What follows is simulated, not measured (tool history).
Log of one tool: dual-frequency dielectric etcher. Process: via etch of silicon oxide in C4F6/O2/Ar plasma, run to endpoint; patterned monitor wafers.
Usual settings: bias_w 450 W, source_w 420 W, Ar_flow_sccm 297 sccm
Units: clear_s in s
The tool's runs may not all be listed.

run   hour  bias_w  source_w  Ar_flow_sccm  wafers since the last listed run  hours since the last wet clean  hours since the last bias power generator calibration  hours since the last source power generator calibration  hours since the last Ar flow controller change  hours since the last upper electrode change  incoming incoming film thickness, nm  clear_s
  1      0     450       420           297                                 0                           128.7                                                 1368.4                                                   3151.3                                          2260.1                                       2386.2                                 123.7       28
  2   27.8     450       420           297                               336                           156.5                                                 1396.2                                                   3179.1                                          2287.9                                         2414                                   124     28.2
  3   53.6     507       420           297                               312                           182.3                                                   1422                                                   3204.9                                          2313.7                                       2439.8                                 122.9     26.7
  4   89.4     507       420           297                               433                           218.1                                                 1457.8                                                   3240.7                                          2349.5                                       2475.6                                 121.6     26.5
  5  107.2     450       420           297                               215                           235.9                                                 1475.6                                                   3258.5                                          2367.3                                       2493.4                                 123.2     28.1
  6  131.6     450       420           297                               295                           260.3                                                   1500                                                   3282.9                                          2391.7                                       2517.8                                 124.3     28.4
  7  146.8     450       420           297                               183                           275.5                                                 1515.2                                                   3298.1                                          2406.9                                         2533                                   124     28.4
  8  167.4     450       440           297                               249                           296.1                                                 1535.8                                                   3318.7                                          2427.5                                       2553.6                                 122.6     27.6
  9  179.7     450       440           297                               148                           308.4                                                 1548.1                                                     3331                                          2439.8                                       2565.9                                 123.5     27.5
     206.3  -- source power generator calibrated
 10  207.1     450       440           297                               283                           335.8                                                 1575.5                                                      0.8                                          2467.2                                       2593.3                                 122.5     27.9
 11  226.1     450       420           297                               229                           354.8                                                 1594.5                                                     19.8                                          2486.2                                       2612.3                                 122.3     28.4
 12  253.6     450       420           297                               332                           382.3                                                   1622                                                     47.3                                          2513.7                                       2639.8                                 123.3     28.6
     289.2  -- bias power generator calibrated
     299.7  -- wet clean of the chamber
 13  300.2     450       420           297                               388                             0.5                                                     11                                                     93.9                                          2560.3                                       2686.4                                 123.8     27.2
 14  300.5     529       420           297                                 3                             0.8                                                   11.3                                                     94.2                                          2560.6                                       2686.7                                 122.7     25.3
     333.9  -- upper electrode replaced
     335.6  -- Ar flow controller replaced
 15  336.1     560       320           297                               119                            36.4                                                   46.9                                                    129.8                                             0.5                                          2.2                                 124.2     28.2
 16  336.5     547       490           297                                 4                            36.8                                                   47.3                                                    130.2                                             0.9                                          2.6                                   123     24.1
 17  349.9     404       340           270                               162                            50.2                                                   60.7                                                    143.6                                            14.3                                           16                                 123.5       30
 18  379.9     450       420           297                               362                            80.2                                                   90.7                                                    173.6                                            44.3                                           46                                 124.4     27.4
 19  405.6     450       420           297                               310                           105.9                                                  116.4                                                    199.3                                              70                                         71.7                                 123.5     27.2
 20    435     486       420           321                               355                           135.3                                                  145.8                                                    228.7                                            99.4                                        101.1                                 123.4     27.2
 21  465.5     511       420           297                               368                           165.8                                                  176.3                                                    259.2                                           129.9                                        131.6                                 123.7     26.6
 22  499.6     490       350           248                               412                           199.9                                                  210.4                                                    293.3                                             164                                        165.7                                 124.2     28.6
 23  513.3     450       370           297                               165                           213.6                                                  224.1                                                      307                                           177.7                                        179.4                                 123.2     29.4
 24  527.1     450       420           297                               166                           227.4                                                  237.9                                                    320.8                                           191.5                                        193.2                                 123.8     28.2
 25  544.1     450       420           297                               205                           244.4                                                  254.9                                                    337.8                                           208.5                                        210.2                                   124     28.2
 26  574.3     450       420           297                               365                           274.6                                                  285.1                                                      368                                           238.7                                        240.4                                 124.3     28.5

The same runs without the tool's hidden state, with the same run-to-run variation:
The hidden state here: etch rate over this chamber's usual, %; bias power that arrives over what is set, %; source power that arrives over what is set, %; Ar flow that arrives over what is set, %.
run  clear_s
  1     27.4
  2     27.5
  3     25.9
  4     25.7
  5     27.1
  6     27.3
  7     27.3
  8     26.5
  9     26.3
 10     26.6
 11       27
 12     27.1
 13     27.3
 14     25.4
 15     28.2
 16     24.1
 17       30
 18     27.3
 19     26.9
 20     26.9
 21     26.1
 22       28
 23     28.7
 24     27.5
 25     27.4
 26     27.6
